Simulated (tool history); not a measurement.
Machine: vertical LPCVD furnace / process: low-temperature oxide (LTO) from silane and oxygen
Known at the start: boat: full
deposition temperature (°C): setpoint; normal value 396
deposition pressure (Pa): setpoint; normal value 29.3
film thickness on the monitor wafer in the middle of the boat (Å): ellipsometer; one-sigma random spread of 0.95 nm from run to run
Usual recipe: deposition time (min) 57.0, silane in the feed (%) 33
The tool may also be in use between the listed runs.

run	hour	deposition temperature (°C)	deposition pressure (Pa)	deposition time (min)	silane in the feed (%)	wafers since the last listed run	hours since the last temperature calibration	hours since the pressure gauge was zeroed	hours since the silane flow controller was replaced	hours since the gauge calibration	read-back reference wafer on the same gauge, thickness	film thickness on the monitor wafer in the middle of the boat (Å)
1	0.0	396	29.3	57.0	33	0	3888.7	1635.6	5445.1	260.0	331.88	3831.8
2	42.0	396	29.3	57.0	33	622	3930.7	1677.6	5487.1	302.0	331.93	3847.5
3	76.3	396	29.3	57.0	33	508	3965.0	1711.9	5521.4	336.3	332.03	3843.4
4	141.4	396	29.3	57.0	33	964	4030.1	1777.0	5586.5	401.4	331.82	3860.5
5	189.5	396	29.3	57.0	33	712	4078.2	1825.1	5634.6	449.5	331.93	3839.3
6	218.3	396	27.3	57.0	33	426	4107.0	1853.9	5663.4	478.3	331.89	3584.2
7	285.7	396	29.3	63.0	33	998	4174.4	1921.3	5730.8	545.7	332.44	4267.6
8	329.7	396	29.3	57.0	33	651	4218.4	1965.3	5774.8	589.7	332.30	3849.3
9	369.7	396	29.3	57.0	33	592	4258.4	2005.3	5814.8	629.7	332.11	3843.4
10	563.6	396	29.3	57.0	33	2872	4452.3	2199.2	6008.7	823.6	332.00	3872.9
# hour 596.9: silane flow controller replaced
11	630.2	396	29.3	57.0	33	631	4518.9	2265.8	33.3	890.2	331.81	3894.8
# hour 691.3: pressure gauge zeroed
12	691.8	396	29.3	40.5	33	557	4580.5	0.5	94.9	951.8	331.64	2809.4
13	755.8	396	29.3	40.5	33	948	4644.5	64.5	158.9	1015.8	331.98	2811.5
# hour 800.0: thermocouples replaced and temperature profile calibrated
14	857.8	396	29.3	40.5	33	1155	57.8	166.5	260.9	1117.8	331.85	2814.7
15	907.2	396	29.3	57.0	33	731	107.2	215.9	310.3	1167.2	331.72	3959.9
# hour 945.5: pressure gauge zeroed, repeated, since the last time left the tool worse
16	946.0	396	23.3	57.0	33	219	146.0	0.5	349.1	1206.0	331.95	3003.0
17	996.1	396	31.3	51.0	30	742	196.1	50.6	399.2	1256.1	332.03	3143.4
# hour 1056.2: gauge calibrated
18	1065.3	401	33.3	57.0	33	1025	265.3	119.8	468.4	9.1	332.12	4549.3
19	1098.7	387	33.3	65.5	35	494	298.7	153.2	501.8	42.5	331.59	4802.7
20	1163.7	387	29.3	44.0	33	962	363.7	218.2	566.8	107.5	331.91	2626.0
21	1208.1	408	29.3	57.0	33	657	408.1	262.6	611.2	151.9	331.87	4350.5
22	1243.4	396	29.3	57.0	33	522	443.4	297.9	646.5	187.2	332.24	3774.1
23	1280.1	396	29.3	57.0	33	543	480.1	334.6	683.2	223.9	332.09	3779.7
24	1309.6	396	29.3	57.0	33	437	509.6	364.1	712.7	253.4	332.22	3787.6
25	1346.5	388	33.3	63.0	30	546	546.5	401.0	749.6	290.3	331.98	3755.4
26	1392.9	407	22.7	74.5	29	687	592.9	447.4	796.0	336.7	331.83	3616.4
27	1438.0	396	33.3	57.0	29	668	638.0	492.5	841.1	381.8	332.11	3555.1
28	1471.8	396	29.3	57.0	28	500	671.8	526.3	874.9	415.6	332.38	2962.0
29	1529.4	396	26.0	47.5	33	853	729.4	583.9	932.5	473.2	332.04	2796.6
30	1572.8	396	29.3	57.0	33	642	772.8	627.3	975.9	516.6	331.84	3784.1

Here are 5 independent what-if runs from the current tool condition. What would each one return?
A	1577.8	396	29.3	57.0	39	74	777.8	632.3	980.9	521.6	?	?
B	1577.8	403	29.3	57.0	33	74	777.8	632.3	980.9	521.6	?	?
C	1577.8	407	24.7	77.5	33	74	777.8	632.3	980.9	521.6	?	?
D	1577.8	396	23.3	64.0	33	74	777.8	632.3	980.9	521.6	?	?
E	1577.8	396	29.3	71.5	27	74	777.8	632.3	980.9	521.6	?	?

run	read-back reference wafer on the same gauge, thickness	film thickness on the monitor wafer in the middle of the boat (Å)
A	332.11	4723.6
B	332.11	4109.8
C	332.11	4919.9
D	332.11	3384.3
E	332.11	3534.2
Had the tool no hidden state, the same runs would have come out as:
run	film thickness on the monitor wafer in the middle of the boat (Å)
A	4716.0
B	4103.1
C	4910.5
D	3377.5
E	3528.5
